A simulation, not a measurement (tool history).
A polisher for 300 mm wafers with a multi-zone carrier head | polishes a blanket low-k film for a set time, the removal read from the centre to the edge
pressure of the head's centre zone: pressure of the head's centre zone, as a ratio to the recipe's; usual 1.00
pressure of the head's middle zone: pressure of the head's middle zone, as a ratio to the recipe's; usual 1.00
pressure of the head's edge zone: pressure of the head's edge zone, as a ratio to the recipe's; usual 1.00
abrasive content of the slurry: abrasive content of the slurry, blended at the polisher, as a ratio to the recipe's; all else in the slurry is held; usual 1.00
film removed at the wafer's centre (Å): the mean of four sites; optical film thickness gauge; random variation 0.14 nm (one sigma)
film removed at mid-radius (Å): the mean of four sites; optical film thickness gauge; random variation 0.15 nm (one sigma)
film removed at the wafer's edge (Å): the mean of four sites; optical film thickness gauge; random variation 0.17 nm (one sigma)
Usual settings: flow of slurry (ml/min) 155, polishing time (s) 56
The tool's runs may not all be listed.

| run | hour | flow of slurry (ml/min) | pressure of the head's centre zone | pressure of the head's middle zone | pressure of the head's edge zone | abrasive content of the slurry | polishing time (s) | incoming thickness of the incoming film, nm | film removed at the wafer's centre (Å) | film removed at mid-radius (Å) | film removed at the wafer's edge (Å) |
|---|---|---|---|---|---|---|---|---|---|---|---|
| 1 | 0.0 | 155 | 1.00 | 1.00 | 1.00 | 1.00 | 56 | 531.9 | 146 | 141 | 146 |
|  | 27.8 | edge zone pressure recalibrated |
| 2 | 63.7 | 155 | 1.00 | 1.00 | 1.00 | 1.00 | 56 | 534.5 | 148 | 140 | 145 |
| 3 | 127.4 | 155 | 1.04 | 0.90 | 0.89 | 1.00 | 47 | 534.9 | 130 | 106 | 116 |
| 4 | 173.0 | 130 | 1.00 | 1.00 | 1.00 | 1.00 | 64 | 520.6 | 167 | 153 | 161 |
|  | 188.1 | centre zone pressure recalibrated |
|  | 189.3 | carrier head's membrane replaced by a new one |
|  | 216.4 | slurry nozzle cleaned |
| 5 | 216.9 | 100 | 1.05 | 1.09 | 1.00 | 0.80 | 56 | 526.0 | 118 | 119 | 121 |
| 6 | 329.1 | 195 | 1.04 | 1.00 | 1.00 | 1.00 | 56 | 528.9 | 158 | 146 | 149 |
| 7 | 380.3 | 155 | 1.00 | 1.06 | 0.94 | 0.80 | 56 | 536.2 | 130 | 133 | 127 |
|  | 410.4 | worn pad replaced by a new one |
|  | 426.5 | edge zone pressure recalibrated |
| 8 | 430.0 | 155 | 1.11 | 1.00 | 1.00 | 1.00 | 56 | 535.1 | 163 | 140 | 145 |
| 9 | 575.5 | 155 | 1.10 | 1.00 | 1.05 | 1.15 | 56 | 540.5 | 173 | 150 | 156 |
| 10 | 601.4 | 155 | 1.05 | 1.00 | 1.00 | 1.25 | 70 | 533.7 | 218 | 191 | 200 |
|  | 640.3 | centre zone pressure recalibrated |
| 11 | 658.0 | 115 | 1.00 | 1.06 | 1.00 | 1.15 | 74 | 532.2 | 188 | 187 | 190 |
| 12 | 696.3 | 155 | 1.05 | 1.00 | 1.00 | 0.70 | 56 | 527.4 | 125 | 117 | 123 |
| 13 | 737.4 | 155 | 1.00 | 1.00 | 0.92 | 1.00 | 56 | 531.5 | 145 | 138 | 139 |
| 14 | 791.1 | 155 | 1.12 | 1.00 | 0.94 | 1.15 | 39 | 522.0 | 118 | 103 | 104 |
|  | 808.5 | worn pad replaced by a new one |
| 15 | 827.7 | 155 | 1.00 | 1.00 | 1.00 | 1.00 | 56 | 529.1 | 142 | 141 | 144 |
|  | 836.9 | edge zone pressure recalibrated |
| 16 | 868.9 | 140 | 1.00 | 1.00 | 1.00 | 1.00 | 56 | 525.5 | 140 | 135 | 139 |

Forecast run 17:
| 17 | 895.3 | 185 | 1.00 | 1.00 | 1.00 | 1.00 | 56 | 523.9 | ? | ? | ? |

film removed at the wafer's centre (Å): 149
film removed at mid-radius (Å): 144
film removed at the wafer's edge (Å): 151
Without the tool's hidden state the same run would have given film removed at the wafer's centre (Å) 146, film removed at mid-radius (Å) 144, film removed at the wafer's edge (Å) 151.
